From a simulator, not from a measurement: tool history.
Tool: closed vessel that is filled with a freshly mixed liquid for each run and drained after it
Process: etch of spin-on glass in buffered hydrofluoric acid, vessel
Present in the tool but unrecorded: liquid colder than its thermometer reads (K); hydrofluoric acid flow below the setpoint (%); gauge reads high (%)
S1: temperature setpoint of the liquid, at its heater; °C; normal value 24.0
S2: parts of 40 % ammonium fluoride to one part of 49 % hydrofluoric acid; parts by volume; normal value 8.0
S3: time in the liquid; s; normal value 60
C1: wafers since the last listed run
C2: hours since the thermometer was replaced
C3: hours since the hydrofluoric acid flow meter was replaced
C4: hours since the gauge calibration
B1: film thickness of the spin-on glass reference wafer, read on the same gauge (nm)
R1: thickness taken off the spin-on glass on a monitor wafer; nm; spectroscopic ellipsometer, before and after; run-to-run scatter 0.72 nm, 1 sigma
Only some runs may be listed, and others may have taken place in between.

| run | hour | S1 | S2 | S3 | C1 | C2 | C3 | C4 | B1 | R1 |
|---|---|---|---|---|---|---|---|---|---|---|
| 1 | 0.0 | 24.0 | 8.0 | 60 | 0 | 1393.3 | 1609.8 | 2227.2 | 49.99 | 178.48 |
| 2 | 50.9 | 23.0 | 7.0 | 60 | 3851 | 1444.2 | 1660.7 | 2278.1 | 49.98 | 193.80 |
| 3 | 86.7 | 24.0 | 8.0 | 60 | 2709 | 1480.0 | 1696.5 | 2313.9 | 50.01 | 178.28 |
|  | 113.5 | thermometer replaced |
|  | 129.0 | gauge calibrated |
| 4 | 145.2 | 24.0 | 8.0 | 60 | 4351 | 31.7 | 1755.0 | 16.2 | 50.02 | 178.35 |
| 5 | 187.4 | 24.0 | 8.0 | 60 | 3193 | 73.9 | 1797.2 | 58.4 | 49.96 | 178.14 |
| 6 | 237.1 | 24.0 | 9.5 | 60 | 3761 | 123.6 | 1846.9 | 108.1 | 50.01 | 153.03 |
| 7 | 262.4 | 24.0 | 8.0 | 50 | 1914 | 148.9 | 1872.2 | 133.4 | 50.02 | 148.15 |
| 8 | 300.5 | 24.0 | 8.0 | 50 | 2883 | 187.0 | 1910.3 | 171.5 | 49.99 | 147.58 |
| 9 | 332.5 | 24.0 | 8.0 | 60 | 2421 | 219.0 | 1942.3 | 203.5 | 50.02 | 177.68 |
| 10 | 385.6 | 24.0 | 8.0 | 60 | 4018 | 272.1 | 1995.4 | 256.6 | 50.01 | 178.24 |
| 11 | 414.0 | 24.0 | 8.0 | 60 | 2149 | 300.5 | 2023.8 | 285.0 | 50.04 | 176.21 |
| 12 | 475.9 | 24.0 | 6.0 | 45 | 4684 | 362.4 | 2085.7 | 346.9 | 50.00 | 176.73 |
| 13 | 513.8 | 24.0 | 8.0 | 60 | 2868 | 400.3 | 2123.6 | 384.8 | 50.00 | 176.18 |
| 14 | 578.4 | 26.0 | 9.0 | 40 | 4888 | 464.9 | 2188.2 | 449.4 | 49.95 | 116.43 |
|  | 602.3 | hydrofluoric acid flow meter replaced |
| 15 | 614.4 | 24.0 | 8.0 | 60 | 2648 | 500.9 | 12.1 | 485.4 | 49.98 | 179.68 |
| 16 | 650.7 | 26.5 | 8.0 | 50 | 2747 | 537.2 | 48.4 | 521.7 | 49.99 | 172.35 |
| 17 | 717.2 | 24.0 | 8.0 | 60 | 5032 | 603.7 | 114.9 | 588.2 | 50.03 | 179.94 |
| 18 | 775.1 | 26.5 | 8.0 | 50 | 4381 | 661.6 | 172.8 | 646.1 | 50.00 | 172.05 |
| 19 | 815.6 | 25.5 | 9.5 | 85 | 3064 | 702.1 | 213.3 | 686.6 | 50.01 | 237.69 |
| 20 | 843.5 | 22.0 | 6.5 | 75 | 2111 | 730.0 | 241.2 | 714.5 | 49.98 | 249.61 |
| 21 | 915.0 | 24.0 | 8.0 | 60 | 5410 | 801.5 | 312.7 | 786.0 | 50.03 | 181.17 |
| 22 | 945.5 | 29.0 | 10.0 | 35 | 2308 | 832.0 | 343.2 | 816.5 | 50.01 | 112.04 |
| 23 | 985.4 | 26.0 | 5.0 | 80 | 3019 | 871.9 | 383.1 | 856.4 | 50.02 | 413.91 |
| 24 | 1034.8 | 24.0 | 8.0 | 60 | 3738 | 921.3 | 432.5 | 905.8 | 49.97 | 179.67 |
| 25 | 1076.9 | 29.0 | 10.0 | 60 | 3185 | 963.4 | 474.6 | 947.9 | 50.02 | 194.94 |
| 26 | 1103.1 | 27.0 | 8.0 | 60 | 1982 | 989.6 | 500.8 | 974.1 | 50.00 | 212.37 |
| 27 | 1138.5 | 27.0 | 8.0 | 30 | 2678 | 1025.0 | 536.2 | 1009.5 | 49.98 | 105.65 |
| 28 | 1183.6 | 24.0 | 6.0 | 60 | 3412 | 1070.1 | 581.3 | 1054.6 | 50.03 | 237.68 |
| 29 | 1220.3 | 22.5 | 8.0 | 35 | 2777 | 1106.8 | 618.0 | 1091.3 | 50.02 | 96.86 |
| 30 | 1262.1 | 28.5 | 9.0 | 50 | 3163 | 1148.6 | 659.8 | 1133.1 | 50.03 | 168.33 |
| 31 | 1298.7 | 20.0 | 6.5 | 60 | 2769 | 1185.2 | 696.4 | 1169.7 | 50.00 | 177.03 |
| 32 | 1338.6 | 24.0 | 8.0 | 60 | 3019 | 1225.1 | 736.3 | 1209.6 | 49.99 | 179.97 |
| 33 | 1363.7 | 24.0 | 8.0 | 60 | 1899 | 1250.2 | 761.4 | 1234.7 | 50.00 | 178.47 |
| 34 | 1426.2 | 24.0 | 8.0 | 60 | 4729 | 1312.7 | 823.9 | 1297.2 | 49.99 | 179.62 |

3 ways to go on from here, each from the tool as it stands after run 34. What would each give?
| A | 1426.9 | 24.0 | 8.0 | 35 | 52 | 1313.4 | 824.6 | 1297.9 | ? | ? |
| B | 1426.9 | 26.0 | 6.5 | 80 | 52 | 1313.4 | 824.6 | 1297.9 | ? | ? |
| C | 1426.9 | 20.0 | 9.5 | 30 | 52 | 1313.4 | 824.6 | 1297.9 | ? | ? |

| run | B1 | R1 |
|---|---|---|
| A | 50.00 | 104.47 |
| B | 50.00 | 328.69 |
| C | 50.00 | 61.43 |
With the hidden condition removed and each run's random variation left untouched, the same runs would have given:
| run | R1 |
|---|---|
| A | 105.94 |
| B | 332.37 |
| C | 61.93 |
